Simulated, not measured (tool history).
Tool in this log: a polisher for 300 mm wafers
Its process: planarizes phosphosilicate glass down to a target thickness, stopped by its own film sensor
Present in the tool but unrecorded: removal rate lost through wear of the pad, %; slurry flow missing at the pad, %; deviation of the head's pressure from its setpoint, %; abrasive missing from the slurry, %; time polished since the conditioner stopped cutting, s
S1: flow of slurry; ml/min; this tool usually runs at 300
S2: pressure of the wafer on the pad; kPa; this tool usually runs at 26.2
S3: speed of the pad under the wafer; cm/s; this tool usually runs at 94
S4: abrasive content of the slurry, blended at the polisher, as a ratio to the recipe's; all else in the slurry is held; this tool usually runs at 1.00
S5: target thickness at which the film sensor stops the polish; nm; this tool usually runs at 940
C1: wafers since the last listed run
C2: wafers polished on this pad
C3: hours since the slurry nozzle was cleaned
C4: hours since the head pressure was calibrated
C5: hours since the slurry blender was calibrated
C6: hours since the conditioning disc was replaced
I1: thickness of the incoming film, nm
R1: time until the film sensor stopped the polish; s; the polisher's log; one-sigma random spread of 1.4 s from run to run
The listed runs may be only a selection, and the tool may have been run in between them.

| run | hour | S1 | S2 | S3 | S4 | S5 | C1 | C2 | C3 | C4 | C5 | C6 | I1 | R1 |
|---|---|---|---|---|---|---|---|---|---|---|---|---|---|---|
| 1 | 0.0 | 300 | 26.2 | 94 | 1.00 | 940 | 0 | 778 | 751.4 | 573.5 | 259.1 | 296.8 | 1758.3 | 120.8 |
|  | 15.1 | worn pad replaced by a new one |
| 2 | 15.6 | 300 | 26.2 | 94 | 1.00 | 940 | 91 | 4 | 767.0 | 589.1 | 274.7 | 312.4 | 1768.9 | 108.0 |
| 3 | 28.4 | 300 | 26.2 | 94 | 1.00 | 940 | 101 | 105 | 779.8 | 601.9 | 287.5 | 325.2 | 1775.1 | 114.2 |
| 4 | 44.0 | 300 | 26.2 | 94 | 1.00 | 940 | 123 | 228 | 795.4 | 617.5 | 303.1 | 340.8 | 1743.1 | 110.1 |
| 5 | 75.3 | 300 | 26.2 | 104 | 1.00 | 940 | 247 | 475 | 826.7 | 648.8 | 334.4 | 372.1 | 1775.8 | 121.1 |
|  | 84.8 | head pressure recalibrated |
| 6 | 89.2 | 300 | 26.2 | 104 | 1.00 | 940 | 93 | 569 | 840.6 | 4.4 | 348.3 | 386.0 | 1762.5 | 118.9 |
|  | 92.2 | conditioning disc replaced and pad reconditioned |
|  | 97.0 | slurry nozzle cleaned |
| 7 | 100.5 | 300 | 26.2 | 94 | 1.00 | 940 | 65 | 635 | 3.5 | 15.7 | 359.6 | 8.3 | 1769.1 | 100.9 |
| 8 | 112.4 | 300 | 26.2 | 94 | 1.00 | 940 | 93 | 729 | 15.4 | 27.6 | 371.5 | 20.2 | 1757.7 | 103.0 |
| 9 | 128.1 | 300 | 26.2 | 94 | 1.00 | 940 | 123 | 852 | 31.1 | 43.3 | 387.2 | 35.9 | 1736.5 | 103.7 |
|  | 136.8 | slurry blender recalibrated |
| 10 | 140.7 | 225 | 19.3 | 94 | 1.00 | 940 | 83 | 936 | 43.7 | 55.9 | 3.9 | 48.5 | 1720.7 | 142.2 |
| 11 | 151.2 | 255 | 26.2 | 74 | 1.00 | 940 | 82 | 1019 | 54.2 | 66.4 | 14.4 | 59.0 | 1754.8 | 134.5 |
|  | 156.7 | worn pad replaced by a new one |
| 12 | 166.0 | 300 | 26.2 | 94 | 1.00 | 940 | 85 | 73 | 69.0 | 81.2 | 29.2 | 73.8 | 1759.0 | 103.6 |
| 13 | 178.6 | 300 | 26.2 | 94 | 0.90 | 940 | 99 | 172 | 81.6 | 93.8 | 41.8 | 86.4 | 1742.2 | 105.4 |
| 14 | 192.1 | 300 | 26.2 | 116 | 1.00 | 940 | 106 | 279 | 95.1 | 107.3 | 55.3 | 99.9 | 1742.2 | 94.0 |
| 15 | 199.1 | 300 | 26.2 | 94 | 1.00 | 940 | 55 | 334 | 102.1 | 114.3 | 62.3 | 106.9 | 1743.0 | 108.7 |
| 16 | 212.7 | 300 | 26.2 | 94 | 1.00 | 940 | 107 | 442 | 115.7 | 127.9 | 75.9 | 120.5 | 1756.3 | 108.3 |
| 17 | 229.8 | 300 | 26.2 | 72 | 1.00 | 940 | 135 | 577 | 132.8 | 145.0 | 93.0 | 137.6 | 1778.4 | 144.5 |
| 18 | 237.3 | 300 | 30.3 | 94 | 1.00 | 940 | 59 | 636 | 140.3 | 152.5 | 100.5 | 145.1 | 1757.7 | 103.5 |

5 ways to go on from here, each from the tool as it stands after run 18. What would each give?
| A | 237.7 | 300 | 19.3 | 94 | 1.00 | 940 | 3 | 639 | 140.7 | 152.9 | 100.9 | 145.5 | 1766.4 | ? |
| B | 237.7 | 235 | 26.2 | 94 | 1.00 | 940 | 3 | 639 | 140.7 | 152.9 | 100.9 | 145.5 | 1766.4 | ? |
| C | 237.7 | 210 | 29.6 | 94 | 1.00 | 940 | 3 | 639 | 140.7 | 152.9 | 100.9 | 145.5 | 1766.4 | ? |
| D | 237.7 | 300 | 26.2 | 76 | 1.10 | 940 | 3 | 639 | 140.7 | 152.9 | 100.9 | 145.5 | 1766.4 | ? |
| E | 237.7 | 255 | 29.0 | 84 | 0.85 | 940 | 3 | 639 | 140.7 | 152.9 | 100.9 | 145.5 | 1766.4 | ? |

| run | R1 |
|---|---|
| A | 154.3 |
| B | 122.1 |
| C | 111.4 |
| D | 131.6 |
| E | 129.1 |
What these runs would have given with no unlogged condition in the tool:
| run | R1 |
|---|---|
| A | 103.6 |
| B | 77.4 |
| C | 68.8 |
| D | 86.9 |
| E | 82.1 |

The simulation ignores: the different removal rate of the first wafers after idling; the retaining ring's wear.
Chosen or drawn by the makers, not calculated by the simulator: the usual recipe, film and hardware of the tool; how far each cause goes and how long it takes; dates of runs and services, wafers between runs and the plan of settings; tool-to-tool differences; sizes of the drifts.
